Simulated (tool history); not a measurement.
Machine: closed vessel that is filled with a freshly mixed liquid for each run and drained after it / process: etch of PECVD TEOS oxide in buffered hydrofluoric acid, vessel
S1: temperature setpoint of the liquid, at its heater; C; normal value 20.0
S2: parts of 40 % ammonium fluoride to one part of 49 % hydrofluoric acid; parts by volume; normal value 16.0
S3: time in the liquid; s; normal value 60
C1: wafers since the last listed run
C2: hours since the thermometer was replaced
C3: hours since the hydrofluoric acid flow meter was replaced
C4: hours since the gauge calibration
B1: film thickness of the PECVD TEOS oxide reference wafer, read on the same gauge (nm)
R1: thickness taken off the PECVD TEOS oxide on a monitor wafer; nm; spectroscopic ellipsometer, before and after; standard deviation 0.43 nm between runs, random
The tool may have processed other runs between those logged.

| run | day | S1 | S2 | S3 | C1 | C2 | C3 | C4 | B1 | R1 |
|---|---|---|---|---|---|---|---|---|---|---|
| 1 | 0.000 | 20.0 | 20.5 | 40 | 0 | 2350.2 | 920.6 | 359.4 | 120.00 | 51.48 |
| 2 | 0.512 | 20.0 | 20.5 | 40 | 1011 | 2362.5 | 932.9 | 371.7 | 119.97 | 51.71 |
| 3 | 1.067 | 20.0 | 16.0 | 60 | 1093 | 2375.8 | 946.2 | 385.0 | 120.00 | 97.88 |
| 4 | 1.708 | 20.0 | 16.0 | 50 | 1265 | 2391.2 | 961.6 | 400.4 | 119.99 | 82.08 |
| 5 | 2.183 | 22.5 | 16.0 | 60 | 937 | 2402.6 | 973.0 | 411.8 | 119.98 | 112.83 |
| 6 | 2.521 | 22.5 | 16.0 | 60 | 665 | 2410.7 | 981.1 | 419.9 | 119.99 | 112.87 |
| 7 | 3.412 | 22.5 | 16.0 | 60 | 1759 | 2432.1 | 1002.5 | 441.3 | 119.99 | 112.10 |
| 8 | 4.025 | 20.0 | 16.0 | 60 | 1208 | 2446.8 | 1017.2 | 456.0 | 120.01 | 97.91 |
| 9 | 4.592 | 20.0 | 16.0 | 60 | 1117 | 2460.4 | 1030.8 | 469.6 | 120.00 | 98.64 |
| 10 | 5.083 | 20.0 | 16.0 | 60 | 969 | 2472.2 | 1042.6 | 481.4 | 120.00 | 98.36 |
| 11 | 5.700 | 22.0 | 18.5 | 70 | 1216 | 2487.0 | 1057.4 | 496.2 | 119.99 | 111.32 |
| 12 | 6.079 | 20.0 | 19.5 | 40 | 748 | 2496.1 | 1066.5 | 505.3 | 120.00 | 53.55 |
| 13 | 6.396 | 20.0 | 16.0 | 60 | 624 | 2503.7 | 1074.1 | 512.9 | 119.99 | 97.25 |
|  | 6.525 | thermometer replaced |
| 14 | 7.983 | 24.0 | 16.0 | 60 | 3049 | 35.0 | 1112.2 | 551.0 | 120.00 | 122.06 |
|  | 8.183 | hydrofluoric acid flow meter replaced |
| 15 | 8.242 | 18.5 | 16.0 | 30 | 427 | 41.2 | 1.4 | 557.2 | 119.99 | 45.16 |
| 16 | 8.658 | 20.0 | 20.5 | 40 | 821 | 51.2 | 11.4 | 567.2 | 120.02 | 51.69 |
| 17 | 8.925 | 17.0 | 16.0 | 80 | 526 | 57.6 | 17.8 | 573.6 | 119.97 | 110.27 |
| 18 | 9.346 | 23.5 | 21.0 | 40 | 830 | 67.7 | 27.9 | 583.7 | 120.01 | 61.88 |
|  | 9.512 | gauge calibrated |
| 19 | 9.879 | 20.0 | 16.0 | 95 | 1052 | 80.5 | 40.7 | 8.8 | 119.99 | 154.06 |
| 20 | 10.346 | 22.5 | 19.5 | 30 | 920 | 91.7 | 51.9 | 20.0 | 120.01 | 46.45 |
| 21 | 10.804 | 24.5 | 16.0 | 60 | 904 | 102.7 | 62.9 | 31.0 | 120.03 | 125.98 |
| 22 | 11.500 | 24.5 | 18.0 | 85 | 1372 | 119.4 | 79.6 | 47.7 | 120.00 | 158.04 |
| 23 | 12.225 | 20.0 | 11.5 | 30 | 1430 | 136.8 | 97.0 | 65.1 | 119.99 | 67.79 |
| 24 | 12.625 | 17.0 | 13.0 | 50 | 789 | 146.4 | 106.6 | 74.7 | 119.99 | 84.50 |
| 25 | 13.008 | 20.0 | 16.0 | 60 | 756 | 155.6 | 115.8 | 83.9 | 120.01 | 98.67 |
| 26 | 14.442 | 20.0 | 11.5 | 60 | 2827 | 190.0 | 150.2 | 118.3 | 120.02 | 136.21 |
| 27 | 15.046 | 18.0 | 14.0 | 45 | 1191 | 204.5 | 164.7 | 132.8 | 120.01 | 74.96 |
| 28 | 15.571 | 20.0 | 16.0 | 30 | 1035 | 217.1 | 177.3 | 145.4 | 120.01 | 49.02 |
| 29 | 16.138 | 20.0 | 16.0 | 60 | 1117 | 230.7 | 190.9 | 159.0 | 119.99 | 98.01 |
| 30 | 16.833 | 20.0 | 16.0 | 70 | 1372 | 247.4 | 207.6 | 175.7 | 119.99 | 114.50 |
| 31 | 17.142 | 22.5 | 12.5 | 30 | 608 | 254.8 | 215.0 | 183.1 | 120.01 | 71.67 |
| 32 | 17.658 | 23.0 | 16.0 | 60 | 1019 | 267.2 | 227.4 | 195.5 | 120.02 | 115.09 |

Across each entry between runs, compare the hidden state at the last listed run before it with the hidden state at the first listed run after it:
Run 13 -> run 14: thermometer replaced (day 6.525)
  nothing in the hidden state changes from one run to the other
Run 14 -> run 15: hydrofluoric acid flow meter replaced (day 8.183)
  nothing in the hidden state changes from one run to the other
Run 18 -> run 19: gauge calibrated (day 9.512)
  nothing in the hidden state changes from one run to the other

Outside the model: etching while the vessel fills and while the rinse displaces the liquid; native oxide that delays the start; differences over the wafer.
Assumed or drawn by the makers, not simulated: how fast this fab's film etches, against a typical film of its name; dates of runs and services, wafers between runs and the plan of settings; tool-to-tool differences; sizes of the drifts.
